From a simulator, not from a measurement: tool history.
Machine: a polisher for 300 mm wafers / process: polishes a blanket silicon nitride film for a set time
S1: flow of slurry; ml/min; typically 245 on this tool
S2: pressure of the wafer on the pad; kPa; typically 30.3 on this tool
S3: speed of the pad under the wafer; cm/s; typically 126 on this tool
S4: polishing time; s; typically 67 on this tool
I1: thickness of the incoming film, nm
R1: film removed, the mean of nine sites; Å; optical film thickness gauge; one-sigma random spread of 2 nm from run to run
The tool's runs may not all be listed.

run   hour   S1    S2   S3  S4     I1    R1
  1    0.0  245  30.3  126  67  531.1  1761
       3.4  -- worn pad replaced by a new one
  2   16.6  245  30.3  126  67  531.4  1798
  3   34.6  245  30.3  126  67  527.9  1774
      62.4  -- worn pad replaced by a new one
  4   68.1  245  30.3  126  67  534.7  1849
  5   93.6  245  30.3  126  67  539.5  1803
  6  128.3  245  30.3  126  67  528.6  1702
     133.2  -- worn pad replaced by a new one
  7  147.4  245  30.3  126  67  526.9  1817
  8  160.7  245  30.3  126  67  531.0  1760
  9  177.9  275  40.7  126  79  518.1  2649
     189.1  -- worn pad replaced by a new one
 10  207.9  190  30.3  126  54  540.1  1407
     220.8  -- slurry nozzle cleaned
     226.2  -- head pressure recalibrated
 11  226.7  245  22.1  104  75  537.1  1402

For run 12, what comes out?
     257.3  -- worn pad replaced by a new one
 12  257.8  245  30.3  126  67  527.7   ?

R1: 1848 Å
Without the tool's hidden state the same run would have given R1 1859 Å.

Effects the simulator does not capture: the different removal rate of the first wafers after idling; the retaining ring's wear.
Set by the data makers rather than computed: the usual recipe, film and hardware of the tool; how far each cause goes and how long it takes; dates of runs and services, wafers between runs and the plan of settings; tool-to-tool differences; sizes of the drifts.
